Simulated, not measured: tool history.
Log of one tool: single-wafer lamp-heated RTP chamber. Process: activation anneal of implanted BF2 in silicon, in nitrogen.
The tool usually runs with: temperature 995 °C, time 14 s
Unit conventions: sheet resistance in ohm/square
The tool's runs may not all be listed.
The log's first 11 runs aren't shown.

run,hour,temperature,time,"read-back reference wafer on the same gauge, sheet resistance",sheet resistance
12,280.8,995,14,616.43,579.75
13,303.8,1017,14,616.86,577.58
14,317.6,995,12,616.30,581.51
# hour 339.0: pyrometer window cleaned and pyrometer calibrated
15,343.2,995,14,616.09,580.17
# hour 380.0: reflector plate cleaned
16,380.5,995,14,616.64,580.92
17,409.1,995,14,616.51,581.95
18,442.0,995,12,617.11,581.43
19,456.8,976,7,617.22,594.60
20,473.9,995,11,617.06,582.13
21,508.6,1015,17,617.36,577.44
22,536.2,1019,19,617.01,574.08
23,561.9,995,6,617.36,585.00
24,588.3,995,14,616.97,580.41
# hour 591.1: gauge calibrated
25,621.7,1021,9,607.22,568.72
26,657.4,975,9,607.76,584.72
# hour 686.1: pyrometer window cleaned and pyrometer calibrated
27,686.6,1012,9,608.63,571.39
28,762.0,995,14,610.53,576.25
29,775.5,1006,21,610.76,570.82
30,788.1,980,11,610.34,583.73
31,821.6,995,14,611.12,576.02
32,850.3,970,17,611.49,590.11
33,874.4,1012,6,611.44,577.10
34,895.5,976,14,612.02,586.05

4 options for the next run, each taken on its own from the tool as it stands now. Forecast them:
A,895.9,995,14,?,?
B,895.9,985,19,?,?
C,895.9,968,14,?,?
D,895.9,987,20,?,?

run,"read-back reference wafer on the same gauge, sheet resistance",sheet resistance
A,612.03,576.83
B,612.03,578.62
C,612.03,595.22
D,612.03,577.45
The same runs, with their run-to-run variation unchanged, on a tool lacking any hidden condition would have given:
run,sheet resistance
A,572.17
B,573.95
C,590.42
D,572.79

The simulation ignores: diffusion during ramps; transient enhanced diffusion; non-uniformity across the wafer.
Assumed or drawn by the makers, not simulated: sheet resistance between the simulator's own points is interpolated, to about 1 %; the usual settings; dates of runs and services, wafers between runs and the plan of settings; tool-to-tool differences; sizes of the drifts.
